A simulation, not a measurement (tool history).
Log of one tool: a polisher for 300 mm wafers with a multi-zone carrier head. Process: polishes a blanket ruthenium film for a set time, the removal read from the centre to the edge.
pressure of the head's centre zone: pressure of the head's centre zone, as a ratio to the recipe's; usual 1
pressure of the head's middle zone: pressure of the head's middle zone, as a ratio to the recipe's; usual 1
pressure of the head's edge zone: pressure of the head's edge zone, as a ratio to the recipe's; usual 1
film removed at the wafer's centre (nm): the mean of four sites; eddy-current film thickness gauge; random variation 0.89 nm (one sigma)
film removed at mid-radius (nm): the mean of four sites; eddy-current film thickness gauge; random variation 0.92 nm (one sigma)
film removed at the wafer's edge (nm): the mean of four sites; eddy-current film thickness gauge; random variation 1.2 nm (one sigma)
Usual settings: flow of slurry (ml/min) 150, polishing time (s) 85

run    hour  flow of slurry (ml/min)  pressure of the head's centre zone  pressure of the head's middle zone  pressure of the head's edge zone  polishing time (s)  incoming thickness of the incoming film, nm  film removed at the wafer's centre (nm)  film removed at mid-radius (nm)  film removed at the wafer's edge (nm)
  1       0                      150                                   1                                   1                                 1                  98                                        428.2                                    108.3                            107.5                                  110.6
  2      49                      150                                   1                                   1                              0.94                  85                                        420.4                                     91.9                             92.1                                   91.8
       77.4  -- worn pad replaced by a new one
  3   112.5                      150                                   1                                   1                              0.94                  85                                        433.5                                     93.4                             92.9                                   92.8
  4   169.6                      165                                   1                                1.03                                 1                  85                                        429.4                                     92.4                               96                                   96.8
  5   266.3                      165                                   1                                1.03                                 1                  85                                        426.3                                     92.5                             92.6                                   94.6
      281.7  -- carrier head's membrane replaced by a new one
      302.6  -- centre zone pressure recalibrated
      305.7  -- slurry nozzle cleaned
  6   335.9                      150                                1.04                                   1                                 1                  85                                        428.4                                       97                             92.2                                   94.5
  7   409.5                      150                                   1                                   1                                 1                  85                                        424.6                                     91.8                             92.7                                     95
  8   451.1                      150                                   1                                   1                                 1                  85                                        430.2                                     90.7                             91.9                                   94.8
      483.8  -- worn pad replaced by a new one
  9   495.9                      150                                   1                                   1                                 1                  85                                        432.6                                     90.4                             91.2                                   92.5
      543.2  -- edge zone pressure recalibrated
 10   552.1                      150                                1.09                                   1                              0.91                 105                                        429.8                                    121.8                            110.5                                  111.2
 11   642.6                      150                                0.94                                0.92                              1.04                  85                                          433                                     82.8                             82.8                                     96
      709.7  -- slurry nozzle cleaned
 12   726.5                      150                                   1                                1.06                               0.9                  85                                        434.7                                       94                             97.5                                   89.9
 13   774.1                      130                                1.12                                1.09                              1.07                  85                                        433.2                                    102.8                             95.8                                   96.8
 14   850.4                      195                                   1                                0.95                                 1                  85                                          438                                     96.2                             93.3                                   95.2
      864.1  -- worn pad replaced by a new one
 15   927.1                      150                                   1                                   1                                 1                  85                                        429.1                                       92                             89.9                                   93.5
      961.2  -- centre zone pressure recalibrated
 16   989.9                      150                                   1                                   1                                 1                  85                                        427.2                                     90.5                             90.3                                   92.9
 17  1089.1                      150                                   1                                   1                                 1                  85                                        422.9                                     88.8                             88.2                                   92.4
     1090.7  -- slurry nozzle cleaned
 18    1187                      150                                   1                                1.11                                 1                  85                                        437.6                                     94.7                            100.5                                   93.6
     1233.2  -- carrier head's membrane replaced by a new one
 19  1268.6                      150                                 0.9                                   1                               1.1                  85                                        433.6                                     83.5                             91.2                                   98.7
     1275.6  -- worn pad replaced by a new one
 20  1322.5                      185                                0.94                                   1                                 1                  70                                        435.4                                     73.3                             78.1                                   78.5
 21  1383.6                      120                                   1                                 1.1                              0.89                 101                                        427.4                                    103.9                            109.6                                  100.4
     1434.1  -- slurry nozzle cleaned
 22  1460.6                      150                                   1                                0.96                                 1                 103                                        428.7                                    113.5                            109.2                                  113.8

Forecast each of these 4 alternatives for the next run:
  A  1461.1                      150                                0.93                                   1                                 1                  85                                        429.7                                        ?                                ?                                      ?
  B  1461.1                      185                                   1                                0.92                                 1                  85                                        429.7                                        ?                                ?                                      ?
  C  1461.1                      150                                   1                                   1                                 1                 107                                        429.7                                        ?                                ?                                      ?
  D  1461.1                      175                                   1                                   1                              1.04                  85                                        429.7                                        ?                                ?                                      ?

run  film removed at the wafer's centre (nm)  film removed at mid-radius (nm)  film removed at the wafer's edge (nm)
  A                                       88                               93                                   92.4
  B                                     98.1                             89.8                                   94.6
  C                                    119.2                              117                                  116.3
  D                                     97.3                             95.2                                   95.8
Without the tool's hidden state the same runs would have given:
run  film removed at the wafer's centre (nm)  film removed at mid-radius (nm)  film removed at the wafer's edge (nm)
  A                                     88.7                             93.6                                   92.8
  B                                     98.7                             90.3                                     95
  C                                    120.1                            117.8                                  116.9
  D                                     97.9                             95.7                                   96.2
